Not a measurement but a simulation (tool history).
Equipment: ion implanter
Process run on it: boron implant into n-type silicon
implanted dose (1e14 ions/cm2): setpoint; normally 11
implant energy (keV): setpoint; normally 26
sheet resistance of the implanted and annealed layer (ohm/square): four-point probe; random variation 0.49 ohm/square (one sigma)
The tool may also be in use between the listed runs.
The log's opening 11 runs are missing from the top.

| run | day | implanted dose (1e14 ions/cm2) | implant energy (keV) | read-back reference wafer on the same gauge, sheet resistance | sheet resistance of the implanted and annealed layer (ohm/square) |
|---|---|---|---|---|---|
| 12 | 12.858 | 11.83 | 17.5 | 128.04 | 104.64 |
| 13 | 13.696 | 9.36 | 20 | 127.89 | 122.24 |
|  | 14.817 | extraction supply calibrated |
| 14 | 14.838 | 11 | 26 | 128.06 | 105.91 |
| 15 | 15.229 | 11 | 31 | 128.13 | 103.26 |
| 16 | 16.817 | 11 | 26 | 128.18 | 105.53 |
|  | 17.7 | gauge calibrated |
| 17 | 17.917 | 8.33 | 34 | 128.22 | 129.24 |
| 18 | 19.033 | 13.21 | 23 | 127.95 | 93.44 |
| 19 | 19.762 | 11 | 21.5 | 128.21 | 106.88 |
|  | 20.496 | Faraday cup replaced and dose calibrated |
| 20 | 20.517 | 9.09 | 26 | 128.17 | 128.92 |
| 21 | 21.458 | 11 | 26 | 127.97 | 108.99 |
| 22 | 22.833 | 11 | 26 | 128.06 | 108.8 |
| 23 | 23.546 | 8.27 | 30.5 | 127.75 | 137.21 |
| 24 | 24.596 | 11 | 26 | 128.07 | 108.62 |
| 25 | 25.25 | 9.1 | 32.5 | 127.89 | 124.95 |
| 26 | 26.454 | 9.23 | 33 | 128 | 124.47 |
| 27 | 27.567 | 8.41 | 26 | 128.04 | 135.82 |
| 28 | 28.083 | 11 | 26 | 128.08 | 108.65 |
| 29 | 29 | 8.93 | 20 | 127.9 | 131.96 |
| 30 | 30.104 | 7.76 | 21 | 127.91 | 147.02 |
| 31 | 31.554 | 10.09 | 31 | 128.16 | 115.52 |
| 32 | 32.088 | 13.34 | 33.5 | 128.2 | 92.3 |
| 33 | 34.6 | 12.59 | 23 | 127.92 | 99.2 |
| 34 | 35.862 | 12.91 | 22.5 | 128 | 96.8 |
| 35 | 36.671 | 9.79 | 30.5 | 127.94 | 117.83 |
| 36 | 37.788 | 7.85 | 30 | 127.9 | 140.44 |

What if the next run were any one of these 5? Each begins from the tool's condition after run 36:
| A | 37.804 | 11 | 26 | ? | ? |
| B | 37.804 | 12.92 | 22.5 | ? | ? |
| C | 37.804 | 9.49 | 26 | ? | ? |
| D | 37.804 | 8.72 | 34.5 | ? | ? |
| E | 37.804 | 11 | 33 | ? | ? |

| run | read-back reference wafer on the same gauge, sheet resistance | sheet resistance of the implanted and annealed layer (ohm/square) |
|---|---|---|
| A | 127.88 | 108.7 |
| B | 127.88 | 97.71 |
| C | 127.88 | 122.4 |
| D | 127.88 | 128.92 |
| E | 127.88 | 106.95 |
With the hidden condition removed and each run's random variation left untouched, the same runs would have given:
| run | sheet resistance of the implanted and annealed layer (ohm/square) |
|---|---|
| A | 109.75 |
| B | 98.56 |
| C | 123.63 |
| D | 130.22 |
| E | 108 |
